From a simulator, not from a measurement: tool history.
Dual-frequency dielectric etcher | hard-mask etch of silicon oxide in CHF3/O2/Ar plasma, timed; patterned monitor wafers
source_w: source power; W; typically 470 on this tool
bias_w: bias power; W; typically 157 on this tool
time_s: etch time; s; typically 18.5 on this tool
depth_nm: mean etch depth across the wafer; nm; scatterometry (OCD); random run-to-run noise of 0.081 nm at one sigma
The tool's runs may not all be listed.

| run | hour | source_w | bias_w | time_s | read-back reference wafer on the same gauge, depth_nm | depth_nm |
|---|---|---|---|---|---|---|
| 1 | 0.0 | 430 | 157 | 18.5 | 37.30 | 32.84 |
|  | 0.3 | gauge calibrated |
| 2 | 44.9 | 470 | 157 | 18.5 | 37.33 | 34.92 |
| 3 | 83.2 | 470 | 157 | 18.5 | 37.27 | 34.79 |
| 4 | 174.6 | 470 | 157 | 18.5 | 37.26 | 34.83 |
| 5 | 242.4 | 530 | 157 | 18.5 | 37.29 | 37.43 |
| 6 | 282.6 | 530 | 157 | 18.5 | 37.29 | 37.49 |
| 7 | 345.8 | 530 | 157 | 18.5 | 37.29 | 37.68 |
| 8 | 409.2 | 410 | 157 | 18.5 | 37.28 | 31.92 |
|  | 444.5 | wet clean of the chamber |
| 9 | 448.1 | 470 | 157 | 13.0 | 37.29 | 24.55 |
|  | 466.8 | bias power generator calibrated |
| 10 | 554.4 | 360 | 157 | 21.0 | 37.27 | 33.20 |
| 11 | 623.3 | 540 | 121 | 18.5 | 37.26 | 34.55 |
|  | 660.4 | upper electrode replaced |
| 12 | 702.3 | 470 | 157 | 21.5 | 37.30 | 40.99 |
| 13 | 765.8 | 470 | 157 | 18.5 | 37.35 | 35.13 |
|  | 770.0 | source power generator calibrated |
| 14 | 827.9 | 470 | 146 | 22.0 | 37.30 | 39.59 |
| 15 | 931.9 | 370 | 123 | 17.0 | 37.26 | 24.24 |
| 16 | 975.7 | 380 | 195 | 18.5 | 37.31 | 32.49 |
| 17 | 1051.8 | 420 | 123 | 20.5 | 37.27 | 31.94 |
| 18 | 1110.5 | 470 | 177 | 18.5 | 37.33 | 35.92 |
|  | 1153.5 | wet clean of the chamber |
| 19 | 1204.7 | 390 | 157 | 18.5 | 37.30 | 30.43 |
| 20 | 1273.0 | 350 | 157 | 18.5 | 37.27 | 28.06 |
| 21 | 1315.8 | 470 | 157 | 18.5 | 37.31 | 34.26 |
| 22 | 1503.7 | 470 | 157 | 18.5 | 37.28 | 34.17 |
| 23 | 1548.5 | 470 | 157 | 18.5 | 37.29 | 34.34 |
| 24 | 1647.0 | 470 | 157 | 24.0 | 37.31 | 44.45 |
|  | 1679.7 | gauge calibrated |
| 25 | 1755.7 | 500 | 179 | 23.5 | 37.31 | 47.61 |
|  | 1894.8 | wet clean of the chamber |
| 26 | 1912.1 | 470 | 157 | 15.5 | 37.30 | 28.86 |
| 27 | 2006.5 | 470 | 157 | 18.5 | 37.28 | 34.42 |
| 28 | 2090.7 | 520 | 193 | 22.0 | 37.37 | 47.10 |
| 29 | 2194.4 | 470 | 157 | 18.5 | 37.29 | 34.49 |

4 ways to go on from here, each from the tool as it stands after run 29. What would each give?
| A | 2194.8 | 470 | 189 | 18.5 | ? | ? |
| B | 2194.8 | 580 | 157 | 15.0 | ? | ? |
| C | 2194.8 | 440 | 167 | 23.0 | ? | ? |
| D | 2194.8 | 570 | 192 | 21.0 | ? | ? |

| run | read-back reference wafer on the same gauge, depth_nm | depth_nm |
|---|---|---|
| A | 37.28 | 36.93 |
| B | 37.28 | 31.43 |
| C | 37.28 | 41.94 |
| D | 37.28 | 47.15 |
With no hidden state in the tool, these same runs would have given:
| run | depth_nm |
|---|---|
| A | 36.54 |
| B | 31.09 |
| C | 41.49 |
| D | 46.65 |

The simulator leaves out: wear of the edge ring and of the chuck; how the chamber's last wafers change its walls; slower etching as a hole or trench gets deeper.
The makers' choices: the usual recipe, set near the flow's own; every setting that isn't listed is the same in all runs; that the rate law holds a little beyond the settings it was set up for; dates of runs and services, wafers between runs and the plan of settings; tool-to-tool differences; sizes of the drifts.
